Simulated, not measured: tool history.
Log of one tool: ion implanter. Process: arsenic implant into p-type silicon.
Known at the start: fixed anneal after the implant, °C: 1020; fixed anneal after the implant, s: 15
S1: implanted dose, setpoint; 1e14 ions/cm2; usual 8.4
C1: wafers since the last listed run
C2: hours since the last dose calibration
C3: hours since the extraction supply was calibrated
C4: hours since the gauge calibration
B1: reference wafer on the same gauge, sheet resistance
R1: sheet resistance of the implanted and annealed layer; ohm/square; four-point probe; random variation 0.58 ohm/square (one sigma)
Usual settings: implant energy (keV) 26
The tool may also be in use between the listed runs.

{"run": 1, "hour": 0.0, "S1": 8.4, "implant energy (keV)": 26, "C1": 0, "C2": 1162.2, "C3": 6462.1, "C4": 169, "B1": 114.92, "R1": 129.42}
{"hour": 4.8, "done": "Faraday cup replaced and dose calibrated"}
{"run": 2, "hour": 249.6, "S1": 8.4, "implant energy (keV)": 26, "C1": 4747, "C2": 244.8, "C3": 6711.7, "C4": 418.6, "B1": 114.96, "R1": 126.27}
{"run": 3, "hour": 331.6, "S1": 8.4, "implant energy (keV)": 22.5, "C1": 1590, "C2": 326.8, "C3": 6793.7, "C4": 500.6, "B1": 114.89, "R1": 130.19}
{"run": 4, "hour": 400.0, "S1": 8.4, "implant energy (keV)": 22.5, "C1": 1326, "C2": 395.2, "C3": 6862.1, "C4": 569, "B1": 115.03, "R1": 130.89}
{"run": 5, "hour": 447.3, "S1": 8.4, "implant energy (keV)": 26, "C1": 917, "C2": 442.5, "C3": 6909.4, "C4": 616.3, "B1": 115.07, "R1": 126.13}
{"run": 6, "hour": 553.2, "S1": 8.4, "implant energy (keV)": 26, "C1": 2053, "C2": 548.4, "C3": 7015.3, "C4": 722.2, "B1": 115.02, "R1": 127.09}
{"hour": 582.1, "done": "gauge calibrated"}
{"run": 7, "hour": 592.8, "S1": 8.4, "implant energy (keV)": 26, "C1": 767, "C2": 588, "C3": 7054.9, "C4": 10.7, "B1": 114.98, "R1": 127.79}
{"run": 8, "hour": 666.3, "S1": 8.92, "implant energy (keV)": 20.5, "C1": 1425, "C2": 661.5, "C3": 7128.4, "C4": 84.2, "B1": 115.08, "R1": 129.99}
{"run": 9, "hour": 742.7, "S1": 8.92, "implant energy (keV)": 20.5, "C1": 1481, "C2": 737.9, "C3": 7204.8, "C4": 160.6, "B1": 114.97, "R1": 128.64}
{"hour": 753.2, "done": "extraction supply calibrated"}
{"run": 10, "hour": 834.4, "S1": 6.01, "implant energy (keV)": 32.5, "C1": 1623, "C2": 829.6, "C3": 81.2, "C4": 252.3, "B1": 114.99, "R1": 155.92}
{"run": 11, "hour": 911.7, "S1": 6.01, "implant energy (keV)": 26, "C1": 1498, "C2": 906.9, "C3": 158.5, "C4": 329.6, "B1": 115.04, "R1": 162.56}
{"run": 12, "hour": 974.8, "S1": 8.4, "implant energy (keV)": 26, "C1": 1223, "C2": 970, "C3": 221.6, "C4": 392.7, "B1": 114.97, "R1": 128.04}
{"hour": 1027.0, "done": "Faraday cup replaced and dose calibrated"}
{"run": 13, "hour": 1045.4, "S1": 7.2, "implant energy (keV)": 21.5, "C1": 1213, "C2": 18.4, "C3": 292.2, "C4": 463.3, "B1": 115.07, "R1": 143.88}
{"run": 14, "hour": 1102.8, "S1": 8.4, "implant energy (keV)": 33.5, "C1": 1113, "C2": 75.8, "C3": 349.6, "C4": 520.7, "B1": 115.03, "R1": 119.11}
{"run": 15, "hour": 1154.9, "S1": 8.4, "implant energy (keV)": 26, "C1": 1010, "C2": 127.9, "C3": 401.7, "C4": 572.8, "B1": 114.98, "R1": 125.87}
{"run": 16, "hour": 1258.8, "S1": 7.12, "implant energy (keV)": 26, "C1": 2014, "C2": 231.8, "C3": 505.6, "C4": 676.7, "B1": 115, "R1": 142.04}
{"run": 17, "hour": 1301.8, "S1": 9.24, "implant energy (keV)": 34.5, "C1": 833, "C2": 274.8, "C3": 548.6, "C4": 719.7, "B1": 114.98, "R1": 112.59}
{"run": 18, "hour": 1340.2, "S1": 10.23, "implant energy (keV)": 26, "C1": 744, "C2": 313.2, "C3": 587, "C4": 758.1, "B1": 114.96, "R1": 111.94}

Hidden state or all else? Some run-to-run changes of R1, split into what the settings, what came in and random variation would give without the hidden state, and what is left for the hidden state (with any gauge scatter that isn't in both results):
The hidden state here: deviation of the true dose from the Faraday cup's reading, %; deviation of the true energy from its setpoint, %; gauge reads high (%).
Run 11 -> 12: S1 6.01 -> 8.4. R1 -34.52 ohm/square: hidden state -1.28, all else -33.24.
Run 12 -> 13: S1 8.4 -> 7.2, implant energy (keV) 26 -> 21.5, Faraday cup replaced and dose calibrated. R1 +15.84 ohm/square: hidden state -3.14, all else +18.98.
